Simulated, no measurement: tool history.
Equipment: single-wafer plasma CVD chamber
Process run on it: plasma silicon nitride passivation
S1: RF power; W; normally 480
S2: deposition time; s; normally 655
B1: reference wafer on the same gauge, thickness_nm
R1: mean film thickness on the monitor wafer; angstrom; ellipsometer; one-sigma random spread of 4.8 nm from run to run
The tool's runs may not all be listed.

run 1 hour=0.0 | S1=480 S2=655 | B1=1229.367 | R1=10325.89
run 2 hour=71.7 | S1=480 S2=655 | B1=1228.592 | R1=10257.44
run 3 hour=128.3 | S1=480 S2=655 | B1=1230.359 | R1=10246.02
run 4 hour=175.0 | S1=480 S2=655 | B1=1229.089 | R1=10223.95
run 5 hour=243.1 | S1=480 S2=655 | B1=1229.425 | R1=10187.39
run 6 hour=439.1 | S1=480 S2=728 | B1=1230.449 | R1=11287.97
run 7 hour=463.8 | S1=480 S2=728 | B1=1230.496 | R1=11263.64
run 8 hour=531.4 | S1=480 S2=728 | B1=1229.260 | R1=11202.82
run 9 hour=593.5 | S1=455 S2=655 | B1=1230.673 | R1=9912.29
run 10 hour=637.4 | S1=455 S2=655 | B1=1229.109 | R1=9908.59
run 11 hour=677.5 | S1=550 S2=732 | B1=1230.505 | R1=11842.23
run 12 hour=790.4 | S1=415 S2=741 | B1=1229.793 | R1=10695.13
-- hour=823.5 gauge calibrated
run 13 hour=839.2 | S1=415 S2=741 | B1=1230.228 | R1=10673.29
run 14 hour=1052.0 | S1=520 S2=655 | B1=1230.672 | R1=10432.29
run 15 hour=1094.2 | S1=540 S2=723 | B1=1229.962 | R1=11553.20
run 16 hour=1156.3 | S1=480 S2=548 | B1=1230.073 | R1=8448.70
run 17 hour=1203.0 | S1=410 S2=655 | B1=1228.992 | R1=9523.47
run 18 hour=1250.7 | S1=480 S2=655 | B1=1229.764 | R1=10138.98
run 19 hour=1277.7 | S1=480 S2=655 | B1=1230.295 | R1=10018.00
-- hour=1287.6 RF generator calibrated
run 20 hour=1339.4 | S1=420 S2=655 | B1=1228.973 | R1=9797.30
-- hour=1348.1 showerhead replaced
run 21 hour=1369.8 | S1=420 S2=688 | B1=1229.930 | R1=10322.31
run 22 hour=1436.4 | S1=405 S2=711 | B1=1229.881 | R1=10473.03
run 23 hour=1506.6 | S1=400 S2=743 | B1=1230.486 | R1=10859.11
run 24 hour=1559.3 | S1=435 S2=695 | B1=1229.641 | R1=10397.78
run 25 hour=1606.2 | S1=480 S2=592 | B1=1230.223 | R1=9178.22
run 26 hour=1660.3 | S1=480 S2=728 | B1=1230.051 | R1=11321.39
run 27 hour=1699.3 | S1=535 S2=539 | B1=1230.648 | R1=8781.52

What if the next run were any one of these 3? Each begins from the tool's condition after run 27:
run A hour=1699.9 | S1=480 S2=620 | B1=? | R1=?
run B hour=1699.9 | S1=430 S2=570 | B1=? | R1=?
run C hour=1699.9 | S1=420 S2=742 | B1=? | R1=?

run=A B1=1228.544 R1=9643.52
run=B B1=1228.544 R1=8505.30
run=C B1=1228.544 R1=10972.18
Take away the tool's hidden state, keep each run's random variation, and the runs would have read:
run=A R1=9864.90
run=B R1=8700.55
run=C R1=11224.06
